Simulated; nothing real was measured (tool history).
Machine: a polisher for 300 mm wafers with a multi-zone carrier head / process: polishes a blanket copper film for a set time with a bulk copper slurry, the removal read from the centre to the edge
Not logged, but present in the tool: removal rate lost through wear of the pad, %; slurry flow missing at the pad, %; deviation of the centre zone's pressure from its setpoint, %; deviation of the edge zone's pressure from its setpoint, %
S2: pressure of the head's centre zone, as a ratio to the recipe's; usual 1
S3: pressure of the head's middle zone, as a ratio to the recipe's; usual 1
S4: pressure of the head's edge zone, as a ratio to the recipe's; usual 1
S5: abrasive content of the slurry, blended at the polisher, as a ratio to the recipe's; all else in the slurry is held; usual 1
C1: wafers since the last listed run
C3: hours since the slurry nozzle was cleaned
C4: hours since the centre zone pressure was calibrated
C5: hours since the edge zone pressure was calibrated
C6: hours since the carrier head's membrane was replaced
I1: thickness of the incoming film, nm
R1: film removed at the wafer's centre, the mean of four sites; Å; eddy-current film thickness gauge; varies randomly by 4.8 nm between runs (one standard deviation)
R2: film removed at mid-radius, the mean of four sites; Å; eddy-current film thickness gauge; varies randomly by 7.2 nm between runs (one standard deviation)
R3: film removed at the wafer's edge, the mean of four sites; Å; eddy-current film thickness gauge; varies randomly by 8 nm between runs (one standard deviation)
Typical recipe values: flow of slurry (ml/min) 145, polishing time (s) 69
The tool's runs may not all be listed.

{"run": 1, "hour": 0.0, "flow of slurry (ml/min)": 145, "S2": 1, "S3": 1, "S4": 1, "S5": 1, "polishing time (s)": 69, "C1": 0, "wafers polished on this pad": 496, "C3": 26.3, "C4": 899.2, "C5": 759.1, "C6": 536.9, "I1": 4147.6, "R1": 5881, "R2": 5751, "R3": 5728}
{"run": 2, "hour": 109.3, "flow of slurry (ml/min)": 145, "S2": 1, "S3": 1, "S4": 1, "S5": 1, "polishing time (s)": 69, "C1": 665, "wafers polished on this pad": 1161, "C3": 135.6, "C4": 1008.5, "C5": 868.4, "C6": 646.2, "I1": 4090.7, "R1": 5595, "R2": 5370, "R3": 5325}
{"hour": 122.4, "done": "worn pad replaced by a new one"}
{"hour": 181.7, "done": "slurry nozzle cleaned"}
{"run": 3, "hour": 312.7, "flow of slurry (ml/min)": 145, "S2": 1, "S3": 1.07, "S4": 1, "S5": 1, "polishing time (s)": 69, "C1": 1207, "wafers polished on this pad": 1152, "C3": 131, "C4": 1211.9, "C5": 1071.8, "C6": 849.6, "I1": 4156.2, "R1": 5791, "R2": 5542, "R3": 5435}
{"hour": 355.8, "done": "centre zone pressure recalibrated"}
{"hour": 366.8, "done": "carrier head's membrane replaced by a new one"}
{"run": 4, "hour": 382.9, "flow of slurry (ml/min)": 145, "S2": 1, "S3": 1.07, "S4": 1, "S5": 1, "polishing time (s)": 69, "C1": 384, "wafers polished on this pad": 1536, "C3": 201.2, "C4": 27.1, "C5": 1142, "C6": 16.1, "I1": 4130.8, "R1": 5093, "R2": 5424, "R3": 5250}
{"hour": 388.1, "done": "worn pad replaced by a new one"}
{"hour": 429.3, "done": "slurry nozzle cleaned"}
{"run": 5, "hour": 432.7, "flow of slurry (ml/min)": 145, "S2": 1, "S3": 1, "S4": 1, "S5": 1, "polishing time (s)": 69, "C1": 272, "wafers polished on this pad": 265, "C3": 3.4, "C4": 76.9, "C5": 1191.8, "C6": 65.9, "I1": 4099.5, "R1": 5721, "R2": 5870, "R3": 5808}
{"run": 6, "hour": 511.9, "flow of slurry (ml/min)": 145, "S2": 1, "S3": 1, "S4": 1, "S5": 1, "polishing time (s)": 69, "C1": 481, "wafers polished on this pad": 747, "C3": 82.6, "C4": 156.1, "C5": 1271, "C6": 145.1, "I1": 4152.9, "R1": 5536, "R2": 5657, "R3": 5550}
{"hour": 519.2, "done": "edge zone pressure recalibrated"}
{"run": 7, "hour": 554.1, "flow of slurry (ml/min)": 145, "S2": 1, "S3": 1, "S4": 1, "S5": 1, "polishing time (s)": 69, "C1": 244, "wafers polished on this pad": 991, "C3": 124.8, "C4": 198.3, "C5": 34.9, "C6": 187.3, "I1": 4121.8, "R1": 5410, "R2": 5371, "R3": 5531}
{"run": 8, "hour": 592.1, "flow of slurry (ml/min)": 145, "S2": 1, "S3": 1, "S4": 1, "S5": 1, "polishing time (s)": 69, "C1": 231, "wafers polished on this pad": 1223, "C3": 162.8, "C4": 236.3, "C5": 72.9, "C6": 225.3, "I1": 4047.2, "R1": 5400, "R2": 5329, "R3": 5475}
{"hour": 601.1, "done": "worn pad replaced by a new one"}
{"run": 9, "hour": 630.2, "flow of slurry (ml/min)": 145, "S2": 1.04, "S3": 1, "S4": 0.89, "S5": 1.2, "polishing time (s)": 69, "C1": 207, "wafers polished on this pad": 177, "C3": 200.9, "C4": 274.4, "C5": 111, "C6": 263.4, "I1": 4174.3, "R1": 6223, "R2": 6042, "R3": 5708}
{"hour": 660.5, "done": "slurry nozzle cleaned"}
{"run": 10, "hour": 674.2, "flow of slurry (ml/min)": 145, "S2": 1, "S3": 1, "S4": 1, "S5": 1, "polishing time (s)": 69, "C1": 261, "wafers polished on this pad": 438, "C3": 13.7, "C4": 318.4, "C5": 155, "C6": 307.4, "I1": 4114.1, "R1": 5704, "R2": 5602, "R3": 5728}
{"run": 11, "hour": 737.0, "flow of slurry (ml/min)": 130, "S2": 1.09, "S3": 1, "S4": 1, "S5": 1, "polishing time (s)": 69, "C1": 382, "wafers polished on this pad": 820, "C3": 76.5, "C4": 381.2, "C5": 217.8, "C6": 370.2, "I1": 4172.5, "R1": 5721, "R2": 5405, "R3": 5351}
{"hour": 804.9, "done": "worn pad replaced by a new one"}
{"run": 12, "hour": 830.7, "flow of slurry (ml/min)": 145, "S2": 1, "S3": 1, "S4": 0.93, "S5": 1, "polishing time (s)": 69, "C1": 545, "wafers polished on this pad": 156, "C3": 170.2, "C4": 474.9, "C5": 311.5, "C6": 463.9, "I1": 4113.6, "R1": 5865, "R2": 5843, "R3": 5750}
{"hour": 903.6, "done": "slurry nozzle cleaned"}
{"run": 13, "hour": 926.7, "flow of slurry (ml/min)": 185, "S2": 1, "S3": 1, "S4": 1, "S5": 1, "polishing time (s)": 69, "C1": 578, "wafers polished on this pad": 734, "C3": 23.1, "C4": 570.9, "C5": 407.5, "C6": 559.9, "I1": 4090.3, "R1": 5886, "R2": 5970, "R3": 5971}
{"run": 14, "hour": 982.3, "flow of slurry (ml/min)": 145, "S2": 1, "S3": 1.03, "S4": 0.94, "S5": 1, "polishing time (s)": 47, "C1": 338, "wafers polished on this pad": 1073, "C3": 78.7, "C4": 626.5, "C5": 463.1, "C6": 615.5, "I1": 4074.8, "R1": 3754, "R2": 3763, "R3": 3682}
{"run": 15, "hour": 1024.7, "flow of slurry (ml/min)": 145, "S2": 0.93, "S3": 1, "S4": 0.94, "S5": 0.7, "polishing time (s)": 92, "C1": 257, "wafers polished on this pad": 1331, "C3": 121.1, "C4": 668.9, "C5": 505.5, "C6": 657.9, "I1": 4058.5, "R1": 6366, "R2": 6501, "R3": 6518}
{"hour": 1054.1, "done": "worn pad replaced by a new one"}
{"run": 16, "hour": 1106.8, "flow of slurry (ml/min)": 145, "S2": 1.11, "S3": 1, "S4": 1.07, "S5": 1, "polishing time (s)": 54, "C1": 475, "wafers polished on this pad": 320, "C3": 203.2, "C4": 751, "C5": 587.6, "C6": 740, "I1": 4114.4, "R1": 4997, "R2": 4398, "R3": 4623}
{"hour": 1150.9, "done": "slurry nozzle cleaned"}
{"run": 17, "hour": 1172.0, "flow of slurry (ml/min)": 145, "S2": 1, "S3": 1.07, "S4": 1, "S5": 1, "polishing time (s)": 69, "C1": 390, "wafers polished on this pad": 711, "C3": 21.1, "C4": 816.2, "C5": 652.8, "C6": 805.2, "I1": 4035.1, "R1": 5753, "R2": 5903, "R3": 5549}

Below are 5 alternative next runs, each starting from the tool's condition after run 17. Predict each:
{"run": "A", "hour": 1172.4, "flow of slurry (ml/min)": 145, "S2": 1, "S3": 1, "S4": 1, "S5": 1, "polishing time (s)": 69, "C1": 2, "wafers polished on this pad": 713, "C3": 21.5, "C4": 816.6, "C5": 653.2, "C6": 805.6, "I1": 4091.1, "R1": "?", "R2": "?", "R3": "?"}
{"run": "B", "hour": 1172.4, "flow of slurry (ml/min)": 105, "S2": 1, "S3": 0.97, "S4": 1, "S5": 1, "polishing time (s)": 69, "C1": 2, "wafers polished on this pad": 713, "C3": 21.5, "C4": 816.6, "C5": 653.2, "C6": 805.6, "I1": 4091.1, "R1": "?", "R2": "?", "R3": "?"}
{"run": "C", "hour": 1172.4, "flow of slurry (ml/min)": 145, "S2": 1.04, "S3": 1, "S4": 0.91, "S5": 1.25, "polishing time (s)": 54, "C1": 2, "wafers polished on this pad": 713, "C3": 21.5, "C4": 816.6, "C5": 653.2, "C6": 805.6, "I1": 4091.1, "R1": "?", "R2": "?", "R3": "?"}
{"run": "D", "hour": 1172.4, "flow of slurry (ml/min)": 175, "S2": 0.97, "S3": 1, "S4": 1, "S5": 1, "polishing time (s)": 91, "C1": 2, "wafers polished on this pad": 713, "C3": 21.5, "C4": 816.6, "C5": 653.2, "C6": 805.6, "I1": 4091.1, "R1": "?", "R2": "?", "R3": "?"}
{"run": "E", "hour": 1172.4, "flow of slurry (ml/min)": 145, "S2": 1, "S3": 1, "S4": 1, "S5": 1.15, "polishing time (s)": 69, "C1": 2, "wafers polished on this pad": 713, "C3": 21.5, "C4": 816.6, "C5": 653.2, "C6": 805.6, "I1": 4091.1, "R1": "?", "R2": "?", "R3": "?"}

run=A R1=5714 R2=5438 R3=5383
run=B R1=5186 R2=4894 R3=5077
run=C R1=4867 R2=4482 R3=4244
run=D R1=7657 R2=7439 R3=7290
run=E R1=5902 R2=5617 R3=5561
With no hidden state in the tool, these same runs would have given:
run=A R1=5899 R2=5806 R3=5747
run=B R1=5354 R2=5226 R3=5420
run=C R1=5025 R2=4786 R3=4531
run=D R1=7904 R2=7943 R3=7782
run=E R1=6094 R2=5998 R3=5936
